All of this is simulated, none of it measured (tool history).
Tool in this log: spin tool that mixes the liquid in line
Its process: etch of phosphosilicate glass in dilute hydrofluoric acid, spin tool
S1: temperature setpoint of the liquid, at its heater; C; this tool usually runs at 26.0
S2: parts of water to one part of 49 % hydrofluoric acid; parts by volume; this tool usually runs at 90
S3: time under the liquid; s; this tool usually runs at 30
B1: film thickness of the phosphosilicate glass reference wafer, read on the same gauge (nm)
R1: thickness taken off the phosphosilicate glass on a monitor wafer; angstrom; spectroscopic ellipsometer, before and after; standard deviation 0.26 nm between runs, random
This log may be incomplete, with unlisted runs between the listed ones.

| run | day | S1 | S2 | S3 | B1 | R1 |
|---|---|---|---|---|---|---|
| 1 | 0.000 | 24.0 | 90 | 30 | 102.72 | 263.5 |
| 2 | 0.946 | 26.0 | 90 | 30 | 102.84 | 292.1 |
| 3 | 2.004 | 26.0 | 90 | 30 | 102.93 | 285.8 |
| 4 | 2.879 | 26.0 | 90 | 30 | 103.02 | 287.3 |
| 5 | 4.238 | 26.0 | 90 | 30 | 103.15 | 290.8 |
| 6 | 4.888 | 26.0 | 90 | 30 | 103.23 | 288.8 |
| 7 | 6.258 | 26.0 | 90 | 30 | 103.33 | 289.0 |
| 8 | 7.096 | 26.0 | 105 | 20 | 103.43 | 162.6 |
| 9 | 8.433 | 26.0 | 90 | 30 | 103.56 | 290.5 |
| 10 | 9.133 | 26.0 | 90 | 30 | 103.63 | 289.3 |
| 11 | 10.079 | 26.0 | 90 | 30 | 103.72 | 289.8 |
| 12 | 10.962 | 27.5 | 65 | 30 | 103.81 | 437.0 |
| 13 | 12.279 | 28.0 | 65 | 30 | 103.90 | 453.4 |
| 14 | 13.742 | 29.5 | 110 | 25 | 104.07 | 221.6 |
| 15 | 14.629 | 26.0 | 105 | 30 | 104.14 | 243.6 |
| 16 | 15.788 | 26.0 | 90 | 30 | 104.27 | 289.0 |
| 17 | 17.033 | 27.5 | 65 | 30 | 104.36 | 444.8 |
|  | 17.246 | thermometer replaced |
| 18 | 18.183 | 26.0 | 90 | 30 | 104.50 | 292.7 |
|  | 18.742 | hydrofluoric acid flow meter replaced |
| 19 | 19.258 | 27.5 | 55 | 20 | 104.59 | 354.9 |
| 20 | 21.317 | 24.5 | 110 | 15 | 104.80 | 110.8 |
| 21 | 22.292 | 24.0 | 60 | 40 | 104.90 | 557.9 |
|  | 23.383 | gauge calibrated |
| 22 | 23.388 | 26.0 | 90 | 45 | 100.05 | 423.1 |
| 23 | 24.154 | 30.0 | 45 | 25 | 100.11 | 579.4 |
| 24 | 24.871 | 22.5 | 45 | 30 | 100.17 | 519.9 |
| 25 | 26.158 | 26.0 | 90 | 40 | 100.32 | 372.2 |
| 26 | 26.679 | 30.0 | 80 | 45 | 100.35 | 560.5 |
| 27 | 27.467 | 26.0 | 90 | 30 | 100.43 | 280.3 |
| 28 | 28.758 | 31.0 | 90 | 30 | 100.56 | 341.5 |
| 29 | 29.950 | 26.0 | 115 | 30 | 100.65 | 213.3 |
| 30 | 32.692 | 30.5 | 90 | 40 | 100.92 | 446.8 |
| 31 | 33.408 | 23.5 | 45 | 20 | 100.98 | 363.9 |
| 32 | 34.467 | 28.0 | 120 | 45 | 101.10 | 330.0 |

Below are 5 alternative next runs, each starting from the tool's condition after run 32. Predict each:
| A | 34.483 | 22.5 | 90 | 30 | ? | ? |
| B | 34.483 | 21.5 | 75 | 30 | ? | ? |
| C | 34.483 | 24.5 | 90 | 30 | ? | ? |
| D | 34.483 | 23.0 | 55 | 45 | ? | ? |
| E | 34.483 | 23.0 | 90 | 15 | ? | ? |

| run | B1 | R1 |
|---|---|---|
| A | 101.11 | 248.0 |
| B | 101.11 | 290.9 |
| C | 101.11 | 268.7 |
| D | 101.11 | 649.1 |
| E | 101.11 | 126.5 |
Stripped of hidden state, with their random variation kept, the same runs would have yielded:
| run | R1 |
|---|---|
| A | 245.3 |
| B | 287.8 |
| C | 265.8 |
| D | 642.0 |
| E | 125.2 |
